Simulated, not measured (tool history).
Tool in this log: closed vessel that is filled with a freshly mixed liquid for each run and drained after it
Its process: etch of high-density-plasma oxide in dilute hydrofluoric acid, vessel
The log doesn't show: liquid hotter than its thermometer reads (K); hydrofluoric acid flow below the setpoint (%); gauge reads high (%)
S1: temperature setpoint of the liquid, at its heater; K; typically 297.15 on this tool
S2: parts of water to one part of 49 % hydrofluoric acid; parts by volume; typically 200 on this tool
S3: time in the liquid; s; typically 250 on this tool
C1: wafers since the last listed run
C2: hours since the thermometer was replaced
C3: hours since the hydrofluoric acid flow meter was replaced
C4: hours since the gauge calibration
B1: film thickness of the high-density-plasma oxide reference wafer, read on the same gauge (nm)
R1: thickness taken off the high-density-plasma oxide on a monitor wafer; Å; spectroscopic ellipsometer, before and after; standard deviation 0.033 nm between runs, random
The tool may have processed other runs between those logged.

run,hour,S1,S2,S3,C1,C2,C3,C4,B1,R1
1,0,300.65,200,175,0,259,1769.1,282.4,120.37,51.5
2,27.1,300.65,200,175,1829,286.1,1796.2,309.5,120.46,52
3,55.7,297.15,200,250,1931,314.7,1824.8,338.1,120.55,64.9
4,77.6,297.15,140,365,1478,336.6,1846.7,360,120.72,145.3
5,109.8,297.15,140,365,2174,368.8,1878.9,392.2,120.82,145.6
6,144.3,297.15,140,365,2329,403.3,1913.4,426.7,121.04,145.4
7,172.4,297.15,245,250,1897,431.4,1941.5,454.8,121.14,50.7
8,193,297.15,245,250,1390,452,1962.1,475.4,121.28,51.2
9,206.4,297.15,160,250,904,465.4,1975.5,488.8,121.38,85.4
10,237.4,297.15,275,250,2093,496.4,2006.5,519.8,121.55,44.3
11,250.2,297.15,275,250,864,509.2,2019.3,532.6,121.67,44.4
12,272.9,297.15,200,250,1532,531.9,2042,555.3,121.82,66
13,290.9,297.15,200,250,1215,549.9,2060,573.3,121.95,65.7
# hour 312.8: thermometer replaced
14,319.1,297.15,295,250,1836,6.3,2088.2,601.5,122.14,40.5
15,347.6,297.15,200,345,1924,34.8,2116.7,630,122.34,91
16,376.1,297.15,200,145,1924,63.3,2145.2,658.5,122.63,38.7
17,391.2,297.15,200,250,1019,78.4,2160.3,673.6,122.73,65.8
18,416.4,297.15,100,250,1701,103.6,2185.5,698.8,122.94,147.1
19,429.8,299.65,105,155,904,117,2198.9,712.2,123.08,96.6
# hour 437: gauge calibrated
20,450.5,298.65,145,340,1397,137.7,2219.6,13.5,119.88,135.7
21,465.4,297.15,200,155,1006,152.6,2234.5,28.4,119.86,40.4
22,479.2,293.15,270,250,931,166.4,2248.3,42.2,119.88,38.5
23,506.2,301.15,145,385,1823,193.4,2275.3,69.2,119.91,170.4

The next listed run, before its measurement:
24,521.4,300.65,200,250,1026,208.6,2290.5,84.4,?,?

For run 24 the tool returned B1 119.93, R1 73.5 Å.
Without the tool's hidden state the same run would have given R1 73.6 Å.

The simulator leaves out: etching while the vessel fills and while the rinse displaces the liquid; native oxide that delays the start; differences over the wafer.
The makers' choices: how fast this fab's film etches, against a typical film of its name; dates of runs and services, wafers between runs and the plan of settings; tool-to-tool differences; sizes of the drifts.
